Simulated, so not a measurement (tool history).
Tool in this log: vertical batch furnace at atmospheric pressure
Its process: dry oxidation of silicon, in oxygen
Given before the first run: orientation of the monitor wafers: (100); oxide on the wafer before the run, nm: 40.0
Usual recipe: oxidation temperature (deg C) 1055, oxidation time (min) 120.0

| run | day | oxidation temperature (deg C) | oxidation time (min) | read-back reference wafer on the same gauge, thickness | oxide thickness on the monitor wafer (nm) |
|---|---|---|---|---|---|
| 1 | 0.000 | 1055 | 120.0 | 117.93 | 138.33 |
| 2 | 10.679 | 1055 | 120.0 | 117.94 | 136.70 |
| 3 | 14.121 | 1055 | 159.0 | 118.05 | 161.52 |
| 4 | 17.671 | 1055 | 159.0 | 118.10 | 160.74 |
| 5 | 20.904 | 1055 | 159.0 | 118.08 | 161.86 |
| 6 | 25.329 | 1055 | 120.0 | 118.02 | 137.14 |
| 7 | 29.562 | 1055 | 120.0 | 117.89 | 136.99 |
| 8 | 32.512 | 1050 | 120.0 | 117.94 | 132.09 |
|  | 33.579 | thermocouples replaced and temperature profile calibrated |
| 9 | 35.229 | 1050 | 120.0 | 117.98 | 132.98 |
| 10 | 38.746 | 1050 | 120.0 | 117.88 | 132.15 |
| 11 | 40.279 | 1055 | 120.0 | 118.02 | 137.09 |
| 12 | 43.792 | 1038 | 120.0 | 118.06 | 121.38 |
|  | 48.129 | boat lift adjusted |
| 13 | 48.250 | 1055 | 120.0 | 118.06 | 137.25 |
|  | 50.638 | gauge calibrated |
| 14 | 52.650 | 1055 | 120.0 | 117.94 | 136.05 |
| 15 | 55.896 | 1045 | 90.5 | 118.00 | 109.66 |
| 16 | 57.975 | 1039 | 120.0 | 118.03 | 123.81 |
| 17 | 60.225 | 1063 | 120.0 | 117.89 | 143.68 |
| 18 | 65.562 | 1073 | 146.0 | 118.01 | 172.36 |
| 19 | 67.388 | 1055 | 96.5 | 117.98 | 122.26 |
| 20 | 69.621 | 1046 | 120.0 | 118.11 | 129.20 |

Consider 3 possible next runs. They are alternatives, not a sequence: every one starts from the tool as it was left by run 20. What does each give?
| A | 69.867 | 1047 | 120.0 | ? | ? |
| B | 69.867 | 1055 | 157.0 | ? | ? |
| C | 69.867 | 1067 | 120.0 | ? | ? |

| run | read-back reference wafer on the same gauge, thickness | oxide thickness on the monitor wafer (nm) |
|---|---|---|
| A | 117.98 | 130.71 |
| B | 117.98 | 160.20 |
| C | 117.98 | 148.63 |
Stripped of hidden state, with their random variation kept, the same runs would have yielded:
| run | oxide thickness on the monitor wafer (nm) |
|---|---|
| A | 130.71 |
| B | 160.20 |
| C | 148.63 |
